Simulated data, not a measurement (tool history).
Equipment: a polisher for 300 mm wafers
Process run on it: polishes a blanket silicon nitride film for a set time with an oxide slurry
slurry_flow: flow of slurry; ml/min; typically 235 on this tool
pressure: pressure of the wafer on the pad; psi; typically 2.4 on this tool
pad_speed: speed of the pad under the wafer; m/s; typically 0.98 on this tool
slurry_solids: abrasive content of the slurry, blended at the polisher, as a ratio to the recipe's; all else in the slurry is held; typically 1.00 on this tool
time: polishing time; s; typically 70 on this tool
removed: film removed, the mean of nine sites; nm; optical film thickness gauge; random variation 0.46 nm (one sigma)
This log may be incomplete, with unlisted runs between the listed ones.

| run | hour | slurry_flow | pressure | pad_speed | slurry_solids | time | wafers since the last listed run | wafers polished on this pad | hours since the slurry nozzle was cleaned | hours since the head pressure was calibrated | hours since the slurry blender was calibrated | hours since the conditioning disc was replaced | incoming thickness of the incoming film, nm | removed |
|---|---|---|---|---|---|---|---|---|---|---|---|---|---|---|
| 1 | 0.0 | 235 | 2.8 | 0.98 | 1.00 | 70 | 0 | 1211 | 68.1 | 563.5 | 328.9 | 150.3 | 553.0 | 34.3 |
|  | 19.2 | slurry blender recalibrated |
|  | 47.2 | worn pad replaced by a new one |
|  | 49.5 | conditioning disc replaced and pad reconditioned |
| 2 | 50.0 | 235 | 2.8 | 0.98 | 1.00 | 70 | 401 | 7 | 118.1 | 613.5 | 30.8 | 0.5 | 572.5 | 37.2 |
| 3 | 99.8 | 235 | 1.8 | 0.98 | 1.00 | 70 | 475 | 482 | 167.9 | 663.3 | 80.6 | 50.3 | 559.0 | 23.6 |
| 4 | 135.7 | 235 | 2.4 | 0.98 | 1.00 | 70 | 342 | 825 | 203.8 | 699.2 | 116.5 | 86.2 | 559.4 | 30.5 |
|  | 156.9 | slurry nozzle cleaned |
| 5 | 175.2 | 285 | 2.4 | 0.98 | 1.00 | 70 | 367 | 1193 | 18.3 | 738.7 | 156.0 | 125.7 | 565.8 | 30.5 |
|  | 215.1 | worn pad replaced by a new one |
|  | 234.9 | conditioning disc replaced and pad reconditioned |
| 6 | 242.2 | 235 | 2.4 | 1.24 | 1.00 | 70 | 582 | 240 | 85.3 | 805.7 | 223.0 | 7.3 | 555.8 | 32.9 |
| 7 | 295.9 | 235 | 2.4 | 1.24 | 1.00 | 70 | 512 | 752 | 139.0 | 859.4 | 276.7 | 61.0 | 558.7 | 33.2 |
| 8 | 342.5 | 235 | 2.4 | 0.98 | 0.85 | 70 | 445 | 1198 | 185.6 | 906.0 | 323.3 | 107.6 | 564.8 | 24.9 |
| 9 | 375.7 | 235 | 2.4 | 0.98 | 0.85 | 70 | 317 | 1515 | 218.8 | 939.2 | 356.5 | 140.8 | 569.3 | 24.6 |
|  | 388.8 | slurry blender recalibrated |
|  | 390.2 | slurry nozzle cleaned |
|  | 404.9 | conditioning disc replaced and pad reconditioned |
|  | 412.2 | worn pad replaced by a new one, repeated, since the last time left the tool worse |
| 10 | 433.8 | 235 | 2.4 | 0.98 | 1.00 | 70 | 468 | 206 | 43.6 | 997.3 | 45.0 | 28.9 | 557.1 | 31.4 |
| 11 | 470.7 | 235 | 2.4 | 0.98 | 1.00 | 85 | 352 | 559 | 80.5 | 1034.2 | 81.9 | 65.8 | 550.3 | 37.3 |
| 12 | 518.0 | 235 | 1.8 | 0.98 | 1.00 | 70 | 451 | 1010 | 127.8 | 1081.5 | 129.2 | 113.1 | 556.0 | 23.7 |
| 13 | 558.6 | 235 | 2.4 | 0.64 | 1.00 | 70 | 387 | 1398 | 168.4 | 1122.1 | 169.8 | 153.7 | 561.5 | 21.4 |
|  | 603.7 | slurry nozzle cleaned |
|  | 604.1 | worn pad replaced by a new one |
| 14 | 610.5 | 235 | 2.9 | 0.98 | 1.00 | 70 | 482 | 61 | 6.8 | 1174.0 | 221.7 | 205.6 | 562.2 | 38.9 |
|  | 624.9 | conditioning disc replaced and pad reconditioned |
|  | 631.5 | head pressure recalibrated |
| 15 | 638.9 | 260 | 2.4 | 0.98 | 1.00 | 70 | 233 | 294 | 35.2 | 7.4 | 250.1 | 14.0 | 553.9 | 31.7 |
| 16 | 665.3 | 235 | 2.4 | 0.98 | 1.00 | 70 | 252 | 546 | 61.6 | 33.8 | 276.5 | 40.4 | 553.4 | 31.9 |
| 17 | 712.0 | 235 | 2.4 | 0.98 | 1.00 | 70 | 446 | 992 | 108.3 | 80.5 | 323.2 | 87.1 | 564.7 | 31.2 |
|  | 718.9 | slurry blender recalibrated |
| 18 | 772.3 | 280 | 2.4 | 0.98 | 1.00 | 70 | 556 | 1549 | 168.6 | 140.8 | 53.4 | 147.4 | 571.3 | 31.3 |
|  | 797.2 | conditioning disc replaced and pad reconditioned |
|  | 799.3 | worn pad replaced by a new one |
| 19 | 844.1 | 235 | 2.9 | 0.80 | 1.00 | 70 | 646 | 427 | 240.4 | 212.6 | 125.2 | 46.9 | 559.3 | 32.4 |
|  | 867.9 | slurry nozzle cleaned |
| 20 | 900.3 | 235 | 2.4 | 1.24 | 0.75 | 62 | 527 | 954 | 32.4 | 268.8 | 181.4 | 103.1 | 560.7 | 30.1 |
| 21 | 942.4 | 275 | 2.4 | 0.98 | 1.25 | 91 | 402 | 1356 | 74.5 | 310.9 | 223.5 | 145.2 | 562.7 | 42.5 |
| 22 | 982.8 | 235 | 2.4 | 0.98 | 1.00 | 70 | 385 | 1742 | 114.9 | 351.3 | 263.9 | 185.6 | 556.9 | 29.3 |

What if the next run were any one of these 5? Each begins from the tool's condition after run 22:
| A | 983.2 | 235 | 2.7 | 0.98 | 1.00 | 70 | 3 | 1746 | 115.3 | 351.7 | 264.3 | 186.0 | 552.9 | ? |
| B | 983.2 | 315 | 2.4 | 0.66 | 1.00 | 63 | 3 | 1746 | 115.3 | 351.7 | 264.3 | 186.0 | 552.9 | ? |
| C | 983.2 | 275 | 2.4 | 0.98 | 0.90 | 70 | 3 | 1746 | 115.3 | 351.7 | 264.3 | 186.0 | 552.9 | ? |
| D | 983.2 | 235 | 2.4 | 0.88 | 1.00 | 70 | 3 | 1746 | 115.3 | 351.7 | 264.3 | 186.0 | 552.9 | ? |
| E | 983.2 | 235 | 2.2 | 0.98 | 0.85 | 81 | 3 | 1746 | 115.3 | 351.7 | 264.3 | 186.0 | 552.9 | ? |

| run | removed |
|---|---|
| A | 33.5 |
| B | 20.2 |
| C | 29.5 |
| D | 27.6 |
| E | 30.4 |
What these runs would have given with no unlogged condition in the tool:
| run | removed |
|---|---|
| A | 36.3 |
| B | 21.9 |
| C | 31.9 |
| D | 29.8 |
| E | 33.0 |

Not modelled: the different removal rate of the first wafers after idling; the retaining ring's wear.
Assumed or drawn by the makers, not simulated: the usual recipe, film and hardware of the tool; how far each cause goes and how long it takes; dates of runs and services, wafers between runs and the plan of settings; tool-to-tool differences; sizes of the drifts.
